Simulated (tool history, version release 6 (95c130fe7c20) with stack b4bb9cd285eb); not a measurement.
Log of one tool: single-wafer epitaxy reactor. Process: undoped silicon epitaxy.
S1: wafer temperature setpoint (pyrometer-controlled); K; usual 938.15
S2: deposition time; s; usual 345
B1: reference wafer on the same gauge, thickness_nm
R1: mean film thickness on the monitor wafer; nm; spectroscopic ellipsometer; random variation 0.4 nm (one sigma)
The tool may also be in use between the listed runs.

run,hour,S1,S2,B1,R1
1,0.0,945.15,345,71.645,97.128
2,29.1,945.15,345,71.631,96.532
3,80.2,945.15,345,71.549,96.705
4,130.7,926.15,312,71.602,55.113
5,191.2,926.15,312,71.547,55.393
6,218.0,938.15,345,71.567,82.168
7,260.6,938.15,345,71.584,81.331
8,286.8,938.15,345,71.591,81.737
# hour 340.0: gauge calibrated
9,350.5,938.15,345,71.583,81.208
10,403.1,938.15,345,71.629,81.118
11,427.9,938.15,345,71.597,80.518
12,477.3,928.15,345,71.617,63.494
13,520.3,928.15,345,71.561,64.304
14,591.0,928.15,345,71.537,63.405
15,629.9,938.15,345,71.654,80.770
# hour 669.3: pyrometer calibrated
16,669.8,938.15,345,71.604,83.918
17,721.5,927.15,295,71.617,54.356
18,772.3,949.15,387,71.602,121.516
19,814.6,930.15,391,71.646,78.042
20,849.5,952.15,290,71.544,98.026
21,905.7,938.15,345,71.618,82.575
22,947.8,938.15,345,71.649,84.200
23,1008.4,946.15,281,71.532,81.645
24,1094.0,938.15,345,71.573,82.988
# hour 1149.2: gauge calibrated
25,1201.6,938.15,345,71.585,82.999
26,1231.1,938.15,345,71.590,82.860
27,1274.7,945.15,411,71.623,117.505
28,1338.6,944.15,366,71.547,101.953
29,1384.2,938.15,399,71.584,96.333
30,1436.8,949.15,345,71.602,107.913
31,1481.7,924.15,407,71.641,69.629
32,1521.6,933.15,312,71.634,66.371

5 ways to go on from here, each from the tool as it stands after run 32. What would each give?
A,1522.1,938.15,345,?,?
B,1522.1,946.15,345,?,?
C,1522.1,928.15,390,?,?
D,1522.1,947.15,306,?,?
E,1522.1,930.15,308,?,?

run,B1,R1
A,71.635,82.875
B,71.635,100.274
C,71.635,73.438
D,71.635,91.059
E,71.635,60.921
Without the tool's hidden state the same runs would have given:
run,R1
A,82.971
B,100.388
C,73.525
D,91.163
E,60.993

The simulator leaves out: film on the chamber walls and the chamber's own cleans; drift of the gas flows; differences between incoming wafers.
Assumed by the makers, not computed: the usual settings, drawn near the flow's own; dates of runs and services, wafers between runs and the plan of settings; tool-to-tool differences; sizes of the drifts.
